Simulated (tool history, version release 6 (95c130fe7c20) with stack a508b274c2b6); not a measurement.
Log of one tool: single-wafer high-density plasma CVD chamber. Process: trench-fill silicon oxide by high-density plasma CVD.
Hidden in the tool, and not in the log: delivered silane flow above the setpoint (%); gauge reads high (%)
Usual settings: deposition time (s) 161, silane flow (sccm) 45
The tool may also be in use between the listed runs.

run,hour,deposition time (s),silane flow (sccm),wafers since the last listed run,hours since the silane flow controller was replaced,hours since the gauge calibration,"read-back reference wafer on the same gauge, thickness_nm",mean film thickness on the monitor wafer (Å)
1,0.0,161,45,0,3898.2,173.4,656.153,6850.29
2,13.0,161,45,153,3911.2,186.4,656.327,6850.89
3,26.4,161,45,157,3924.6,199.8,656.032,6833.84
4,33.6,161,45,84,3931.8,207.0,656.319,6832.79
5,45.4,161,45,139,3943.6,218.8,655.948,6844.95
6,62.8,161,45,204,3961.0,236.2,655.657,6825.94
7,73.1,161,45,121,3971.3,246.5,655.509,6846.07
8,81.4,161,45,97,3979.6,254.8,656.246,6842.63
9,94.8,161,41,157,3993.0,268.2,655.710,6266.14
10,101.5,161,41,78,3999.7,274.9,656.236,6261.81
11,115.1,161,45,160,4013.3,288.5,655.979,6827.35
12,132.9,161,45,209,4031.1,306.3,655.921,6831.26
13,181.5,161,45,572,4079.7,354.9,656.406,6814.85
14,192.6,161,45,130,4090.8,366.0,655.609,6841.66
15,205.5,161,45,151,4103.7,378.9,655.898,6810.18
16,217.9,161,45,146,4116.1,391.3,656.125,6805.93
17,226.2,161,45,97,4124.4,399.6,655.521,6834.89
18,238.1,161,45,140,4136.3,411.5,656.507,6808.14
19,278.0,161,45,470,4176.2,451.4,656.269,6810.46
20,295.8,161,45,209,4194.0,469.2,655.937,6802.32
21,312.8,161,45,200,4211.0,486.2,655.931,6811.00
22,319.9,161,45,83,4218.1,493.3,656.237,6780.81
23,334.1,161,45,167,4232.3,507.5,656.578,6806.16
24,349.6,161,45,182,4247.8,523.0,656.202,6807.42
25,362.6,161,45,153,4260.8,536.0,655.758,6785.42
26,371.6,133,45,106,4269.8,545.0,655.808,5603.54
27,387.0,187,42,181,4285.2,560.4,655.787,7406.46
28,404.9,137,49,210,4303.1,578.3,656.070,6232.87
# hour 421.0: gauge calibrated
29,421.0,182,45,189,4319.2,0.0,656.154,7688.43
# hour 434.9: silane flow controller replaced
30,435.4,151,50,75,0.5,14.4,656.091,7299.84
31,441.3,161,45,69,6.4,20.3,655.962,7057.75
32,457.2,161,45,187,22.3,36.2,656.209,7056.65
33,472.3,161,45,177,37.4,51.3,656.595,7051.71
34,490.0,161,45,208,55.1,69.0,656.205,7059.13
35,504.9,185,49,175,70.0,83.9,655.722,8741.88
36,513.5,182,45,101,78.6,92.5,655.928,7968.09
37,540.2,139,45,314,105.3,119.2,656.627,6095.74
38,550.6,129,36,122,115.7,129.6,656.320,4624.43
39,562.1,161,45,135,127.2,141.1,656.452,7045.37
40,573.1,169,38,129,138.2,152.1,655.967,6361.98
41,590.2,177,45,201,155.3,169.2,656.146,7759.17
42,608.0,190,37,209,173.1,187.0,656.001,7001.76
43,623.8,135,50,186,188.9,202.8,656.183,6521.33
44,635.6,173,45,139,200.7,214.6,655.749,7557.29
45,653.2,161,45,207,218.3,232.2,656.129,7068.01

Measured less the same run without the tool's hidden state. The same run-to-run variation is in both; the gauge's scatter may not be:
run,mean film thickness on the monitor wafer (Å)
1,-192.98
2,-194.81
3,-196.19
4,-197.15
5,-199.16
6,-201.05
7,-203.09
8,-204.17
9,-188.72
10,-189.46
11,-208.51
12,-211.18
13,-217.69
14,-220.17
15,-221.04
16,-222.72
17,-224.89
18,-225.76
19,-231.76
20,-234.15
21,-237.00
22,-237.02
23,-240.05
24,-242.45
25,-243.65
26,-202.34
27,-270.01
28,-229.76
29,-286.24
30,+13.77
31,+13.31
32,+13.31
33,+13.28
34,+13.26
35,+16.38
36,+14.91
37,+11.34
38,+8.57
39,+13.01
40,+11.71
41,+14.18
42,+12.69
43,+11.73
44,+13.51
45,+12.50

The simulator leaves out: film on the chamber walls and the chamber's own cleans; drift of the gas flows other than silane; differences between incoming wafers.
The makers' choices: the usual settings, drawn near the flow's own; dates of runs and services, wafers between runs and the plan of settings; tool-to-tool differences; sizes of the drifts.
